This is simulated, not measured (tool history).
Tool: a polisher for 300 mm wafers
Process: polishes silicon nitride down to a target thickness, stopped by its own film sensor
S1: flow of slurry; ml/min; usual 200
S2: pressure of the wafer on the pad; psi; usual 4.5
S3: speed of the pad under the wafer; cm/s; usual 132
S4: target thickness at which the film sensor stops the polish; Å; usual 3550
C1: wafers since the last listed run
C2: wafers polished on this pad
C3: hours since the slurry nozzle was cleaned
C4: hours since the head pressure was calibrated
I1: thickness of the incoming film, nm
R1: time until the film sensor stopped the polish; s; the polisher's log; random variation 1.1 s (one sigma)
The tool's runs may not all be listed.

run     day   S1   S2   S3    S4    C1    C2     C3     C4     I1     R1
  1       0  200  4.5  154  3550     0  1147  206.3  113.5  564.1   83.5
  2   1.329  200  4.5  154  3550   348  1495  238.2  145.4  562.8   84.6
      1.558  -- worn pad replaced by a new one
      2.267  -- slurry nozzle cleaned
  3     5.6  200  4.5  132  3550  1064  1048     80  247.9  556.7   91.1
  4    6.95  200  4.5  132  3550   353  1402  112.4  280.3  554.6   93.1
  5   7.688  155  4.5  132  3550   193  1596  130.1    298  569.7  101.7
      8.117  -- worn pad replaced by a new one
  6   8.462  155  4.5  132  3550   159    90  148.7  316.6  564.1  101.4
  7   9.488  200  4.5  132  3550   268   359  173.3  341.2  563.6   93.4
  8  10.542  200  4.5  132  3550   276   635  198.6  366.5  564.8   96.4
  9   11.95  180  4.5  132  3550   369  1004  232.4  400.3  567.1   99.6
      13.05  -- slurry nozzle cleaned
 10  13.071  200  4.5  144  3550   282  1287    0.5  427.2  557.3     89
 11  13.946  200  4.5  144  3550   229  1517   21.5  448.2  560.1   90.4
     14.275  -- worn pad replaced by a new one
 12  14.946  200  4.5  144  3550   218   175   45.5  472.2  562.4   92.9
     15.354  -- head pressure recalibrated
 13  15.588  200  4.5  132  3550   146   321   60.9    5.6  566.9   94.2
 14  16.504  200  4.5  132  3550   240   562   82.9   27.6  567.8   92.6
 15  18.492  245  4.5   98  3090   521  1083  130.6   75.3  568.5  140.2
 16  19.142  200  5.2  114  3550   170  1253  146.2   90.9  549.4   87.8

Forecast run 17:
 17  19.679  175  4.5  132  3550  140  1394  159.1  103.8  563.9   ?

Run 17 gave R1 93.5 s.
Without the tool's hidden state the same run would have given R1 94.4 s.
